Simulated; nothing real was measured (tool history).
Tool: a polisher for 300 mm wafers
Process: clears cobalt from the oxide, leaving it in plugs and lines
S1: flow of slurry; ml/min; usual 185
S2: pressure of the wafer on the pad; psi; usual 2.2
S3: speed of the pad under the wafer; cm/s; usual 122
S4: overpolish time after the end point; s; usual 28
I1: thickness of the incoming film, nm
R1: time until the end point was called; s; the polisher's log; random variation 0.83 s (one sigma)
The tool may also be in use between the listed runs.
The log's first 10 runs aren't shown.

run,hour,S1,S2,S3,S4,I1,R1
11,230.2,230,2.2,122,28,279.3,45.2
12,263.3,185,2.2,122,28,277.5,47.4
# hour 269.5: worn pad replaced by a new one
13,298.7,185,2.2,122,28,284.8,47.8
14,405.4,185,2.2,122,28,276.3,45.1
# hour 424.4: worn pad replaced by a new one
15,429.3,185,2.2,122,28,277.4,43.7
16,461.3,185,2.2,122,28,283.8,44.6
17,477.5,225,2.9,84,28,284.8,43.4
18,492.0,235,1.9,122,42,279.0,48.5
# hour 497.4: slurry nozzle cleaned
19,515.3,185,2.2,122,28,282.1,43.2
# hour 529.0: head pressure recalibrated
20,542.4,150,1.5,156,40,281.2,59.6
# hour 573.0: worn pad replaced by a new one, of another model than before
21,575.9,245,1.8,122,28,283.9,52.2
22,606.2,140,1.5,162,18,280.6,55.8
23,640.9,245,2.2,150,28,278.1,40.8
24,657.0,185,2.2,122,28,282.0,48.9
25,689.6,185,2.2,122,28,281.7,48.1
26,717.9,185,2.5,142,28,281.0,39.4
# hour 732.0: worn pad replaced by a new one
27,735.5,235,2.6,122,20,278.3,39.4
28,761.8,185,2.2,90,28,280.7,52.7
29,783.9,185,1.8,122,28,281.3,53.2
30,802.1,185,2.2,122,28,277.4,46.6
31,814.3,185,2.2,122,28,284.5,46.1
32,846.8,185,2.2,122,28,277.3,44.1

Forecast each of these 5 alternatives for the next run:
A,847.2,235,2.2,122,28,282.5,?
B,847.2,185,1.9,96,17,282.5,?
C,847.2,185,2.2,104,15,282.5,?
D,847.2,245,2.2,122,17,282.5,?
E,847.2,230,2.2,156,44,282.5,?

run,R1
A,44.8
B,57.6
C,49.9
D,44.6
E,39.1
Without the tool's hidden state the same runs would have given:
run,R1
A,46.1
B,59.2
C,51.3
D,45.9
E,40.2
